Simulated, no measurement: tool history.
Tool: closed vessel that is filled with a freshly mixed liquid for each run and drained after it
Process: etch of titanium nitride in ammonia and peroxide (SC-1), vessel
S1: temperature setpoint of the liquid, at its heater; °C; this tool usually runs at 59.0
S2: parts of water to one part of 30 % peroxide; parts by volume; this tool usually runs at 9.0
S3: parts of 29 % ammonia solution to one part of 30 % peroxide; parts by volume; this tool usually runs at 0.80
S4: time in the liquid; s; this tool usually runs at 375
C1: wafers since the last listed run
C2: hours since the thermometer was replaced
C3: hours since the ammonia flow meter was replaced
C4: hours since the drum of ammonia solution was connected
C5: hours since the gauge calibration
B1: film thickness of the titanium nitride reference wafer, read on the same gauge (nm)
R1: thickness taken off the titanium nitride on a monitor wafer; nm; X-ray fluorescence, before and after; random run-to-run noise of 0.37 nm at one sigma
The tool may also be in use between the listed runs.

run   hour    S1    S2    S3   S4    C1      C2      C3      C4      C5     B1     R1
  1    0.0  59.0   9.0  0.80  375     0   802.6   748.4   638.0  1016.5  30.03  51.07
  2   26.7  59.0   9.0  0.80  375  2518   829.3   775.1   664.7  1043.2  30.04  50.61
  3   42.9  59.0   9.0  0.80  375  1528   845.5   791.3   680.9  1059.4  29.99  50.56
  4   57.2  59.0   9.0  0.80  375  1348   859.8   805.6   695.2  1073.7  30.00  50.79
  5   84.1  59.0   9.0  0.80  375  2537   886.7   832.5   722.1  1100.6  30.03  50.93
      93.8  -- gauge calibrated
  6  111.9  59.0   9.0  0.80  375  2622   914.5   860.3   749.9    18.1  30.01  51.26
  7  127.1  59.0   9.0  0.80  375  1433   929.7   875.5   765.1    33.3  29.97  52.33
  8  150.8  59.0   9.0  0.80  375  2235   953.4   899.2   788.8    57.0  29.98  51.35
  9  171.0  59.0   9.0  0.80  375  1905   973.6   919.4   809.0    77.2  29.96  50.98
 10  198.9  59.0   7.0  0.80  375  2631  1001.5   947.3   836.9   105.1  29.98  58.28
 11  228.0  52.0   9.0  0.55  375  2745  1030.6   976.4   866.0   134.2  29.95  31.11
 12  243.1  59.0   9.0  0.80  375  1424  1045.7   991.5   881.1   149.3  30.00  51.61
 13  267.2  59.0   9.0  0.80  375  2273  1069.8  1015.6   905.2   173.4  30.02  51.90
     275.1  -- ammonia flow meter replaced
     281.6  -- thermometer replaced
 14  288.4  59.0   9.0  0.80  375  1811     6.8    13.3   926.4   194.6  30.00  57.32
 15  315.3  59.0  10.5  0.80  375  2537    33.7    40.2   953.3   221.5  29.99  52.80
 16  336.0  59.0  13.0  0.80  375  1952    54.4    60.9   974.0   242.2  29.98  47.42
 17  367.9  55.5  11.5  0.60  250  3009    86.3    92.8  1005.9   274.1  29.99  26.09
     389.2  -- new drum of ammonia solution connected
 18  396.2  50.0  13.0  1.15  520  2575   114.6   121.1     7.0   302.4  29.98  37.75
 19  426.9  64.5   9.0  1.00  375  2896   145.3   151.8    37.7   333.1  30.00  84.92
     445.1  -- thermometer replaced, repeated, since the last time left the tool worse
 20  459.3  59.0   9.0  0.80  505  2962    14.2   184.2    70.1   365.5  30.03  64.38
 21  540.2  67.5   9.0  0.80  235  7631    95.1   265.1   151.0   446.4  30.01  51.43
 22  557.2  69.0   9.0  0.80  375  1603   112.1   282.1   168.0   463.4  29.97  90.24
 23  582.7  59.0   8.0  0.80  375  2405   137.6   307.6   193.5   488.9  29.97  50.58
 24  600.9  59.0   9.0  0.80  375  1716   155.8   325.8   211.7   507.1  30.03  47.92
 25  627.2  59.0   9.0  0.80  375  2481   182.1   352.1   238.0   533.4  29.99  48.49
 26  658.7  59.0   7.5  0.65  375  2971   213.6   383.6   269.5   564.9  30.00  51.03
 27  692.9  59.0   6.5  0.80  375  3226   247.8   417.8   303.7   599.1  30.02  56.51

Describe how what the log doesn't record of the tool's condition differs between the last listed run preceding each entry between runs and the first listed run following it.
After run 5, before run 6: gauge calibrated (hour 93.8)
  liquid hotter than its thermometer reads (K): 1.26 -> 1.3
  measured less the result without the state, R1: +4.05 -> +4.20 nm
After run 13, before run 14: ammonia flow meter replaced (hour 275.1); thermometer replaced (hour 281.6)
  liquid hotter than its thermometer reads (K): 1.52 -> 2.93
  measured less the result without the state, R1: +4.93 -> +9.99 nm
After run 17, before run 18: new drum of ammonia solution connected (hour 389.2)
  liquid hotter than its thermometer reads (K): 3.04 -> 3.08
  measured less the result without the state, R1: +4.79 -> +7.23 nm
After run 19, before run 20: thermometer replaced, repeated, since the last time left the tool worse (hour 445.1)
  liquid hotter than its thermometer reads (K): 3.13 -> 0.088
  measured less the result without the state, R1: +15.25 -> +0.39 nm
